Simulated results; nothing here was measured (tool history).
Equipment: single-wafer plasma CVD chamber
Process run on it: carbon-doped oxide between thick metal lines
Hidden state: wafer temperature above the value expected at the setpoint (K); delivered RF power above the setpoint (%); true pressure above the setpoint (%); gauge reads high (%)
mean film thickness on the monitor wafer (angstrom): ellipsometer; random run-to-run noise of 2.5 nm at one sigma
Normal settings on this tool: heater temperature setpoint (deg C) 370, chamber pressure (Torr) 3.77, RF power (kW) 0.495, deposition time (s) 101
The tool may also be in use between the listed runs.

run,hour,heater temperature setpoint (deg C),chamber pressure (Torr),RF power (kW),deposition time (s),wafers since the last listed run,hours since the last thermocouple change,hours since the last RF generator calibration,hours since the last manometer calibration,hours since the showerhead was replaced,hours since the gauge calibration,"read-back reference wafer on the same gauge, thickness_nm",mean film thickness on the monitor wafer (angstrom)
1,0.0,370,3.77,0.495,101,0,40.3,1518.1,1628.2,2560.0,218.6,427.056,4080.47
# hour 14.2: capacitance manometer re-zeroed and calibrated
2,14.7,370,3.77,0.495,101,107,55.0,1532.8,0.5,2574.7,233.3,427.094,4088.29
3,18.2,361,3.77,0.495,101,56,58.5,1536.3,4.0,2578.2,236.8,426.504,4184.35
4,34.3,370,3.02,0.495,101,257,74.6,1552.4,20.1,2594.3,252.9,427.362,3979.25
# hour 47.5: showerhead replaced
5,55.2,370,3.77,0.495,101,206,95.5,1573.3,41.0,7.7,273.8,427.558,4117.13
6,66.7,370,3.77,0.495,101,184,107.0,1584.8,52.5,19.2,285.3,427.257,4106.65
7,77.9,370,3.27,0.545,101,179,118.2,1596.0,63.7,30.4,296.5,427.201,4429.79
# hour 95.6: RF generator calibrated
8,96.1,364,3.77,0.495,94,163,136.4,0.5,81.9,48.6,314.7,426.813,4230.10
9,96.5,370,4.45,0.495,120,6,136.8,0.9,82.3,49.0,315.1,427.346,5434.86
10,105.7,370,3.77,0.495,101,147,146.0,10.1,91.5,58.2,324.3,427.261,4407.45
11,111.9,370,3.77,0.495,101,99,152.2,16.3,97.7,64.4,330.5,428.054,4420.41
# hour 118.1: gauge calibrated
12,123.3,370,4.28,0.580,101,182,163.6,27.7,109.1,75.8,5.2,426.094,5210.71
13,133.0,381,3.77,0.495,101,155,173.3,37.4,118.8,85.5,14.9,425.935,4380.39
14,141.9,370,3.77,0.495,101,142,182.2,46.3,127.7,94.4,23.8,427.302,4457.29
15,150.3,370,2.96,0.495,101,134,190.6,54.7,136.1,102.8,32.2,426.530,4228.35
16,166.9,370,3.77,0.565,88,265,207.2,71.3,152.7,119.4,48.8,426.767,4329.81
17,183.6,362,2.88,0.495,119,267,223.9,88.0,169.4,136.1,65.5,426.800,5046.20
18,190.0,370,3.42,0.495,120,102,230.3,94.4,175.8,142.5,71.9,428.140,5083.13
19,199.7,370,3.77,0.445,101,155,240.0,104.1,185.5,152.2,81.6,426.885,3948.94
20,211.7,363,4.16,0.495,101,192,252.0,116.1,197.5,164.2,93.6,427.105,4567.25
21,228.1,370,3.77,0.565,88,262,268.4,132.5,213.9,180.6,110.0,426.935,4310.19
22,241.3,380,3.77,0.495,101,211,281.6,145.7,227.1,193.8,123.2,426.903,4266.35
23,251.6,357,4.57,0.450,101,164,291.9,156.0,237.4,204.1,133.5,426.902,4240.75
24,260.4,370,3.77,0.495,101,140,300.7,164.8,246.2,212.9,142.3,426.277,4371.68
25,276.3,370,3.77,0.560,101,254,316.6,180.7,262.1,228.8,158.2,426.705,4858.06
26,289.0,370,4.60,0.425,101,203,329.3,193.4,274.8,241.5,170.9,427.820,3801.64
27,295.3,356,3.47,0.590,121,100,335.6,199.7,281.1,247.8,177.2,427.425,6186.38
28,304.1,370,3.77,0.495,101,140,344.4,208.5,289.9,256.6,186.0,426.126,4325.41
29,319.3,370,3.77,0.495,90,243,359.6,223.7,305.1,271.8,201.2,426.525,3892.23

The same runs without the tool's hidden state, with the same run-to-run variation:
run,mean film thickness on the monitor wafer (angstrom)
1,4436.90
2,4446.13
3,4550.77
4,4328.45
5,4479.41
6,4468.52
7,4788.46
8,4259.43
9,5472.81
10,4443.25
11,4459.68
12,5261.41
13,4430.42
14,4512.86
15,4285.20
16,4392.75
17,5132.96
18,5174.09
19,4035.89
20,4659.60
21,4399.76
22,4365.64
23,4360.59
24,4481.72
25,4981.01
26,3929.23
27,6353.44
28,4452.21
29,4011.69

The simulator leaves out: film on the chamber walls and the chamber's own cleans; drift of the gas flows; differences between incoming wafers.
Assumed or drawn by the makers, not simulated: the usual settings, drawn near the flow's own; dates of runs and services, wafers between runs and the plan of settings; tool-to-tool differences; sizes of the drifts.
